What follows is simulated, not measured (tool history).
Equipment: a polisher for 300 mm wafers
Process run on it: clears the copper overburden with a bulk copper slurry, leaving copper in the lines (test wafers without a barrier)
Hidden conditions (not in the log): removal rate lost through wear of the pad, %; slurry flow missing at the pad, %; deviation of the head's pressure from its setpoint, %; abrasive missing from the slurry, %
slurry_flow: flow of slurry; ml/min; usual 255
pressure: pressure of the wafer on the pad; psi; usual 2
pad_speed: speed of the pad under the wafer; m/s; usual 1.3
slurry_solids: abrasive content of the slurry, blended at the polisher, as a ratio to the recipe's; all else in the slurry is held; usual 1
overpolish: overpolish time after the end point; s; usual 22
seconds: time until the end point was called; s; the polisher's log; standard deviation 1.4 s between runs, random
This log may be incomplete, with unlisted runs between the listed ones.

run    hour  slurry_flow  pressure  pad_speed  slurry_solids  overpolish  wafers since the last listed run  wafers polished on this pad  hours since the slurry nozzle was cleaned  hours since the head pressure was calibrated  hours since the slurry blender was calibrated  incoming thickness of the incoming film, nm  seconds
  1       0          255         2        1.3              1          22                                 0                         1289                                       38.6                                         547.7                                           26.6                                        676.6     72.9
       11.7  -- worn pad replaced by a new one
  2    71.9          255         2        1.3           0.75          22                               312                          277                                      110.5                                         619.6                                           98.5                                        667.2     75.3
  3   162.9          255         2        1.3           0.75          22                               419                          696                                      201.5                                         710.6                                          189.5                                        693.4     83.2
  4   265.9          255         2        1.3              1          22                               474                         1171                                      304.5                                         813.6                                          292.5                                          670     72.5
  5   344.2          255         2        1.3              1          22                               360                         1532                                      382.8                                         891.9                                          370.8                                        687.3     75.6
      361.4  -- worn pad replaced by a new one
      376.5  -- slurry blender recalibrated
  6   411.2          255         2        1.3              1          22                               281                          220                                      449.8                                         958.9                                           34.7                                        678.5     79.9
      443.5  -- slurry nozzle cleaned
  7   502.9          195         2       0.98              1          22                               418                          638                                       59.4                                        1050.6                                          126.4                                        675.3    108.5
      542.5  -- head pressure recalibrated
  8   565.5          195         2       0.98              1          22                               279                          917                                        122                                            23                                            189                                        676.2    111.5
  9   632.8          255         2       1.44              1          32                               310                         1228                                      189.3                                          90.3                                          256.3                                        683.2     73.1
 10   696.9          255         2       1.44              1          32                               295                         1523                                      253.4                                         154.4                                          320.4                                        674.1     73.9
      707.9  -- worn pad replaced by a new one, repeated, since the last time left the tool worse
 11   770.9          255         2        1.3              1          19                               322                          290                                      327.4                                         228.4                                          394.4                                        688.2     75.7
      816.3  -- slurry blender recalibrated
 12   817.4          255         2        1.3              1          22                               205                          495                                      373.9                                         274.9                                            1.1                                        680.6       74
 13   922.1          310       2.4       1.14            1.1          22                               482                          977                                      478.6                                         379.6                                          105.8                                        683.7     67.1
        932  -- slurry nozzle cleaned
 14   995.3          255         2       0.92              1          22                               332                         1310                                       63.3                                         452.8                                            179                                        668.7    104.4
     1066.6  -- worn pad replaced by a new one
 15  1093.4          280         2       1.54            0.7          34                               433                          123                                      161.4                                         550.9                                          277.1                                        664.2     68.5
 16  1139.6          285       1.7        1.3              1          18                               212                          336                                      207.6                                         597.1                                          323.3                                        685.7     83.9
     1206.6  -- slurry blender recalibrated
 17  1221.2          255       1.6       1.54              1          22                               366                          703                                      289.2                                         678.7                                           14.6                                          676     75.3
 18  1269.6          255         2        1.3              1          22                               223                          926                                      337.6                                         727.1                                             63                                        672.7     72.1
 19  1310.1          220         2        1.3              1          22                               186                         1113                                      378.1                                         767.6                                          103.5                                        675.9     75.6
     1327.4  -- slurry nozzle cleaned
 20  1353.8          175         2        1.3              1          22                               196                         1310                                       26.4                                         811.3                                          147.2                                        684.2     79.8
 21  1416.8          255         2        1.3              1          22                               290                         1600                                       89.4                                         874.3                                          210.2                                        676.6     74.3
       1446  -- worn pad replaced by a new one
       1482  -- head pressure recalibrated
 22  1492.7          255         2        1.6            0.7          22                               322                          205                                      165.3                                          10.7                                          286.1                                        684.9     68.7
     1592.2  -- slurry blender recalibrated
 23  1597.8          255       2.7        1.3              1          14                               475                          681                                      270.4                                         115.8                                            5.6                                        689.9     56.3
 24  1675.3          180       2.5       1.64              1          22                               357                         1038                                      347.9                                         193.3                                           83.1                                        681.8     49.7

Consider 5 possible next runs. They are alternatives, not a sequence: every one starts from the tool as it was left by run 24. What does each give?
  A  1675.8          255       1.3        1.3              1          22                                 2                         1040                                      348.4                                         193.8                                           83.6                                        671.4        ?
  B  1675.8          295         2        1.3            1.2          15                                 2                         1040                                      348.4                                         193.8                                           83.6                                        671.4        ?
  C  1675.8          255         2       1.06            0.8          14                                 2                         1040                                      348.4                                         193.8                                           83.6                                        671.4        ?
  D  1675.8          290         2        1.3           0.85          22                                 2                         1040                                      348.4                                         193.8                                           83.6                                        671.4        ?
  E  1675.8          300         2       1.52              1          15                                 2                         1040                                      348.4                                         193.8                                           83.6                                        671.4        ?

run  seconds
  A    113.7
  B     69.1
  C     97.6
  D     77.2
  E     62.4
With the hidden condition removed and each run's random variation left untouched, the same runs would have given:
run  seconds
  A    109.9
  B     66.7
  C     94.3
  D     74.5
  E     60.3
